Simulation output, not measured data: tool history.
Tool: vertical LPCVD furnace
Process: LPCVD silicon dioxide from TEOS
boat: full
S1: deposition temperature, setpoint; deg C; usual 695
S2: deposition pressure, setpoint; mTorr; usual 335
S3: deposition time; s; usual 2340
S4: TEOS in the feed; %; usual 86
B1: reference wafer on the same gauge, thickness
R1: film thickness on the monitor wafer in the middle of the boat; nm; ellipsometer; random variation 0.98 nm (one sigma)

Run 1, day 0: usual settings; B1 290.67. Result: R1 284.05 nm.
Run 2, day 0.817: usual settings but S4 93 %; B1 290.41. Result: R1 296.06 nm.
Run 3, day 1.767: usual settings but S4 93 %; B1 290.79. Result: R1 297.16 nm.
Run 4, day 3.038: usual settings but S4 93 %; B1 291.18. Result: R1 295.74 nm.
Run 5, day 4.271: usual settings; B1 291.84. Result: R1 285.74 nm.
Run 6, day 5: usual settings; B1 291.89. Result: R1 285.61 nm.
Run 7, day 6.446: usual settings but S3 2040 s; B1 292.14. Result: R1 250.74 nm.
Run 8, day 7.875: usual settings but S3 2040 s; B1 292.98. Result: R1 250.27 nm.
Run 9, day 8.888: usual settings but S3 2040 s; B1 293.12. Result: R1 251.71 nm.
Run 10, day 9.429: usual settings but S2 275 mTorr; B1 293.55. Result: R1 260.26 nm.
Run 11, day 10.325: usual settings but S2 275 mTorr; B1 294.31. Result: R1 261.51 nm.
At day 11.329: gauge calibrated.
At day 11.333: TEOS flow controller replaced.
At day 12.042: thermocouples replaced and temperature profile calibrated.
Run 12, day 12.062: usual settings but S2 310 mTorr; B1 289.33. Result: R1 273.75 nm.
Run 13, day 12.812: usual settings but S4 97 %; B1 289.68. Result: R1 301.89 nm.
Run 14, day 14.046: usual settings but S1 701 deg C, S2 285 mTorr, S3 1860 s; B1 290.03. Result: R1 240.04 nm.
Run 15, day 15.383: usual settings but S1 688 deg C, S2 355 mTorr, S3 1740 s, S4 96 %; B1 289.98. Result: R1 194.7 nm.
At day 16.762: pressure gauge zeroed.
Run 16, day 16.783: usual settings; B1 289.78. Result: R1 283.48 nm.
Run 17, day 17.617: usual settings but S2 270 mTorr; B1 290.36. Result: R1 254.95 nm.
Run 18, day 18.558: usual settings but S1 691 deg C, S4 80 %; B1 290.44. Result: R1 249.39 nm.
Run 19, day 19.542: usual settings; B1 290.12. Result: R1 287.24 nm.
Run 20, day 20.471: usual settings; B1 290.7. Result: R1 286.8 nm.
Run 21, day 21.221: usual settings but S2 400 mTorr, S4 77 %; B1 291.14. Result: R1 295.65 nm.
Run 22, day 21.942: usual settings but S1 704 deg C, S2 365 mTorr, S3 1410 s; B1 290.92. Result: R1 221.51 nm.
Run 23, day 22.908: usual settings; B1 290.99. Result: R1 285.27 nm.
Run 24, day 24.4: usual settings but S4 73 %; B1 291.65. Result: R1 263.04 nm.
Run 25, day 25.304: usual settings but S2 375 mTorr, S3 2010 s, S4 71 %; B1 291.65. Result: R1 236.69 nm.

5 ways to go on from here, each from the tool as it stands after run 25. What would each give?
Run A, day 25.458: usual settings but S3 1620 s; B1 ?. Result: R1 ?.
Run B, day 25.458: usual settings but S1 704 deg C, S2 415 mTorr; B1 ?. Result: R1 ?.
Run C, day 25.458: usual settings but S2 395 mTorr; B1 ?. Result: R1 ?.
Run D, day 25.458: usual settings but S3 2070 s, S4 73 %; B1 ?. Result: R1 ?.
Run E, day 25.458: usual settings but S3 2100 s; B1 ?. Result: R1 ?.

run      B1      R1
  A  291.71   198.2
  B  291.71  392.92
  C  291.71  310.87
  D  291.71  233.33
  E  291.71  256.92
Without the tool's hidden state the same runs would have given:
run      R1
  A  196.74
  B  390.04
  C  308.59
  D  231.62
  E  255.04

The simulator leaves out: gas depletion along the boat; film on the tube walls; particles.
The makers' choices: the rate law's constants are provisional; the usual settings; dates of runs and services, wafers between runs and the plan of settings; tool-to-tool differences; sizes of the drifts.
